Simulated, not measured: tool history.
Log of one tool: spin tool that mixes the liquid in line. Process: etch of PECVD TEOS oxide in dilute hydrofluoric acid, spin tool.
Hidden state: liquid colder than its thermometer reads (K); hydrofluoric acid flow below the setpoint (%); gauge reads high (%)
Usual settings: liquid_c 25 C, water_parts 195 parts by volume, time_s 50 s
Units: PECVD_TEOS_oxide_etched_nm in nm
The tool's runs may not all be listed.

run   hour  liquid_c  water_parts  time_s  wafers since the last listed run  hours since the thermometer was replaced  hours since the hydrofluoric acid flow meter was replaced  hours since the gauge calibration  read-back film thickness of the PECVD TEOS oxide reference wafer, read on the same gauge (nm)  PECVD_TEOS_oxide_etched_nm
  1      0      21.5          195      50                                 0                                      2747                                                      500.6                               41.3                                                                                            150                        5.42
  2   62.9        25          145      30                               731                                    2809.9                                                      563.5                              104.2                                                                                         149.96                         5.3
  3  128.4        25          145      30                               761                                    2875.4                                                        629                              169.7                                                                                         150.06                        5.31
  4  181.3        25          195      50                               614                                    2928.3                                                      681.9                              222.6                                                                                         150.01                        6.24
  5  247.8        25          195      50                               772                                    2994.8                                                      748.4                              289.1                                                                                            150                        6.16
  6  396.4        25          195      50                              1727                                    3143.4                                                        897                              437.7                                                                                         150.03                        6.17
     417.6  -- gauge calibrated
  7  458.4        25          195      50                               720                                    3205.4                                                        959                               40.8                                                                                         150.01                        6.18
  8  503.8        25          195      50                               527                                    3250.8                                                     1004.4                               86.2                                                                                         150.01                        6.19
     523.3  -- thermometer replaced
  9  529.9        25          240      65                               291                                       6.6                                                     1030.5                              112.3                                                                                            150                        6.24
 10  573.3        25          245      50                               504                                        50                                                     1073.9                              155.7                                                                                         150.03                         4.7
 11  615.4      28.5          145      80                               489                                      92.1                                                       1116                              197.8                                                                                         150.03                       16.04
 12  649.2        25          195      50                               392                                     125.9                                                     1149.8                              231.6                                                                                         150.03                        6.18
     691.9  -- hydrofluoric acid flow meter replaced
 13  717.5        25          195      50                               782                                     194.2                                                       25.6                              299.9                                                                                         150.03                        6.24
 14  758.7        25          245      20                               478                                     235.4                                                       66.8                              341.1                                                                                         149.99                        1.87
 15  801.3        27          195      35                               495                                       278                                                      109.4                              383.7                                                                                         150.02                        4.66
 16  829.2        25          195      50                               324                                     305.9                                                      137.3                              411.6                                                                                         149.97                        6.17
 17  890.7      27.5          120      40                               714                                     367.4                                                      198.8                              473.1                                                                                         149.99                         9.6

Hidden state at the last listed run before each entry between runs and at the first one after, where it differs:
Between runs 6 and 7: gauge calibrated (hour 417.6)
  no hidden state differs between the two runs
Between runs 8 and 9: thermometer replaced (hour 523.3)
  no hidden state differs between the two runs
Between runs 12 and 13: hydrofluoric acid flow meter replaced (hour 691.9)
  no hidden state differs between the two runs
